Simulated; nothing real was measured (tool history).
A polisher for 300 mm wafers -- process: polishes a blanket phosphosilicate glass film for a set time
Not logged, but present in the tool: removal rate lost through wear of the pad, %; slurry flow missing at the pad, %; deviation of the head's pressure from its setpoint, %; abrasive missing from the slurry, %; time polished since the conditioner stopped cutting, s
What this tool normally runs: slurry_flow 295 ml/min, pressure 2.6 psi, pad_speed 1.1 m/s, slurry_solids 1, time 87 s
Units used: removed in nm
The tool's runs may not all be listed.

run   hour  slurry_flow  pressure  pad_speed  slurry_solids  time  wafers since the last listed run  wafers polished on this pad  hours since the slurry nozzle was cleaned  hours since the head pressure was calibrated  hours since the slurry blender was calibrated  hours since the conditioning disc was replaced  incoming thickness of the incoming film, nm  removed
  1    0.0          295       2.6        1.1              1    87                                 0                         2336                                      279.3                                         260.1                                           47.3                                           157.5                                       3838.9    461.0
  2   24.4          295       2.6        1.1              1    87                               303                         2639                                      303.7                                         284.5                                           71.7                                           181.9                                       3818.9    456.6
      36.4  -- slurry nozzle cleaned
  3   49.1          295       2.6        1.1              1    87                               294                         2934                                       12.7                                         309.2                                           96.4                                           206.6                                       3853.7    449.5
      60.8  -- worn pad replaced by a new one
      86.8  -- conditioning disc replaced and pad reconditioned
  4  113.4          295       2.6        1.1              1    87                               724                          628                                       77.0                                         373.5                                          160.7                                            26.6                                       3767.8    513.7
  5  189.6          295       2.6        1.1              1    87                               947                         1576                                      153.2                                         449.7                                          236.9                                           102.8                                       3850.2    480.5
  6  251.8          295       2.6        1.1              1    87                               773                         2349                                      215.4                                         511.9                                          299.1                                           165.0                                       3883.2    472.1
     279.8  -- head pressure recalibrated
     330.2  -- worn pad replaced by a new one, of another model than before
     333.3  -- conditioning disc replaced and pad reconditioned
  7  336.8          295       2.6        1.1              1    87                               957                           56                                      300.4                                          57.0                                          384.1                                             3.5                                       3862.4    523.1
     363.1  -- slurry blender recalibrated
     364.9  -- slurry nozzle cleaned
  8  380.5          295       2.6        1.1              1    87                               505                          562                                       15.6                                         100.7                                           17.4                                            47.2                                       3846.7    504.8
  9  461.4          295       2.6        1.1              1    87                              1005                         1568                                       96.5                                         181.6                                           98.3                                           128.1                                       3843.3    484.9
 10  492.2          295       2.6        1.1              1    87                               382                         1951                                      127.3                                         212.4                                          129.1                                           158.9                                       3750.5    485.9
     581.7  -- worn pad replaced by a new one
     603.6  -- conditioning disc replaced and pad reconditioned
 11  609.4          295       2.6        1.1              1    87                              1382                          319                                      244.5                                         329.6                                          246.3                                             5.8                                       3835.6    505.4
 12  641.4          295       3.5        1.3              1   112                               397                          717                                      276.5                                         361.6                                          278.3                                            37.8                                       3848.7    924.9
 13  707.1          295       2.6        1.1              1   102                               816                         1534                                      342.2                                         427.3                                          344.0                                           103.5                                       3815.0    559.8

Forecast run 14:
     746.5  -- head pressure recalibrated
 14  758.1          295       2.6        1.1              1    87                               609                         2143                                      393.2                                          11.6                                          395.0                                           154.5                                       3868.6        ?

Run 14 came out at removed 460.9 nm.
Had the tool carried no hidden state, the very same run would have given removed 527.1 nm.
